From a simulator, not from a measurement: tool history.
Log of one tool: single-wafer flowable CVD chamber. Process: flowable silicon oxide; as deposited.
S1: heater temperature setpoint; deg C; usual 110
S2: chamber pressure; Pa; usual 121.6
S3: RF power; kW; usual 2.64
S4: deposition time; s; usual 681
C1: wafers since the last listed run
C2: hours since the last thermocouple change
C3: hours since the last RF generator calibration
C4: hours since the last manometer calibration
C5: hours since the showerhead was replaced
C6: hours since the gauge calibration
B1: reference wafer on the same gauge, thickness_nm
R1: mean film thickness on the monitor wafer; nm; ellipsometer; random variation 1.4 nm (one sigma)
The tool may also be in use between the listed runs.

Run 1, day 0: usual settings; C1 0; C2 1196.6; C3 462.1; C4 1604.5; C5 2929.4; C6 132.5; B1 370.185. Result: R1 370.018 nm.
Run 2, day 1.338: usual settings but S1 104 deg C; C1 113; C2 1228.7; C3 494.2; C4 1636.6; C5 2961.5; C6 164.6; B1 370.38. Result: R1 434.137 nm.
Run 3, day 2.812: usual settings but S1 104 deg C; C1 124; C2 1264.1; C3 529.6; C4 1672; C5 2996.9; C6 200; B1 369.654. Result: R1 431.822 nm.
Run 4, day 3.829: usual settings; C1 86; C2 1288.5; C3 554; C4 1696.4; C5 3021.3; C6 224.4; B1 370.02. Result: R1 365.839 nm.
Run 5, day 4.412: usual settings; C1 49; C2 1302.5; C3 568; C4 1710.4; C5 3035.3; C6 238.4; B1 369.926. Result: R1 367.147 nm.
Run 6, day 5.125: usual settings; C1 60; C2 1319.6; C3 585.1; C4 1727.5; C5 3052.4; C6 255.5; B1 370.037. Result: R1 365.005 nm.
Run 7, day 6.225: usual settings but S1 114 deg C; C1 93; C2 1346; C3 611.5; C4 1753.9; C5 3078.8; C6 281.9; B1 369.904. Result: R1 325.158 nm.
At day 7.221: thermocouple changed; heater temperature recalibrated.
Run 8, day 7.546: usual settings but S1 114 deg C; C1 83; C2 7.8; C3 643.2; C4 1785.6; C5 3110.5; C6 313.6; B1 370.401. Result: R1 371.064 nm.
At day 7.692: gauge calibrated.
Run 9, day 8.758: usual settings but S1 114 deg C; C1 102; C2 36.9; C3 672.3; C4 1814.7; C5 3139.6; C6 25.6; B1 370.3. Result: R1 370.637 nm.
At day 9.096: capacitance manometer re-zeroed and calibrated.
Run 10, day 9.717: usual settings; C1 52; C2 59.9; C3 695.3; C4 14.9; C5 3162.6; C6 48.6; B1 369.333. Result: R1 392.426 nm.
Run 11, day 10.821: usual settings; C1 93; C2 86.4; C3 721.8; C4 41.4; C5 3189.1; C6 75.1; B1 370.029. Result: R1 393.777 nm.
Run 12, day 11.604: usual settings but S4 763 s; C1 66; C2 105.2; C3 740.6; C4 60.2; C5 3207.9; C6 93.9; B1 370.101. Result: R1 441.075 nm.
Run 13, day 12.412: usual settings but S1 120 deg C, S2 97.5 Pa; C1 68; C2 124.6; C3 760; C4 79.6; C5 3227.3; C6 113.3; B1 369.922. Result: R1 238.358 nm.
Run 14, day 12.975: usual settings but S2 143.5 Pa; C1 47; C2 138.1; C3 773.5; C4 93.1; C5 3240.8; C6 126.8; B1 370.185. Result: R1 462.521 nm.
At day 13.979: RF generator calibrated.
At day 14.354: showerhead replaced.
Run 15, day 14.375: usual settings but S2 131.5 Pa, S3 2.125 kW; C1 62; C2 171.7; C3 9.5; C4 126.7; C5 0.5; C6 160.4; B1 370.019. Result: R1 408.968 nm.
Run 16, day 15.271: usual settings but S1 104 deg C; C1 75; C2 193.2; C3 31; C4 148.2; C5 22; C6 181.9; B1 370.117. Result: R1 468.53 nm.
Run 17, day 16.204: usual settings but S2 101.3 Pa, S4 798 s; C1 78; C2 215.6; C3 53.4; C4 170.6; C5 44.4; C6 204.3; B1 370.2. Result: R1 381.189 nm.
Run 18, day 17.55: usual settings; C1 113; C2 247.9; C3 85.7; C4 202.9; C5 76.7; C6 236.6; B1 370.146. Result: R1 390.36 nm.
Run 19, day 18.896: usual settings but S1 101 deg C; C1 113; C2 280.2; C3 118; C4 235.2; C5 109; C6 268.9; B1 370.27. Result: R1 514.686 nm.
Run 20, day 20.029: usual settings but S2 100.1 Pa, S3 3.035 kW, S4 756 s; C1 95; C2 307.4; C3 145.2; C4 262.4; C5 136.2; C6 296.1; B1 370.092. Result: R1 364.167 nm.
Run 21, day 20.671: usual settings but S1 119 deg C, S2 133.5 Pa, S4 638 s; C1 54; C2 322.8; C3 160.6; C4 277.8; C5 151.6; C6 311.5; B1 369.52. Result: R1 316.361 nm.
Run 22, day 21.762: usual settings but S1 116 deg C; C1 92; C2 349; C3 186.8; C4 304; C5 177.8; C6 337.7; B1 369.695. Result: R1 333.53 nm.
Run 23, day 22.8: usual settings but S3 2.155 kW; C1 87; C2 373.9; C3 211.7; C4 328.9; C5 202.7; C6 362.6; B1 370.149. Result: R1 379.859 nm.

Forecast each of these 3 alternatives for the next run:
Run A, day 22.825: usual settings but S2 148 Pa; C1 2; C2 374.5; C3 212.3; C4 329.5; C5 203.3; C6 363.2; B1 ?. Result: R1 ?.
Run B, day 22.825: usual settings but S1 124 deg C, S3 2.79 kW; C1 2; C2 374.5; C3 212.3; C4 329.5; C5 203.3; C6 363.2; B1 ?. Result: R1 ?.
Run C, day 22.825: usual settings but S2 94.1 Pa, S3 3.015 kW, S4 789 s; C1 2; C2 374.5; C3 212.3; C4 329.5; C5 203.3; C6 363.2; B1 ?. Result: R1 ?.

run       B1       R1
  A  370.673  475.811
  B  370.673  270.998
  C  370.673  353.907
Without the tool's hidden state the same runs would have given:
run       R1
  A   462.39
  B  263.586
  C  342.975
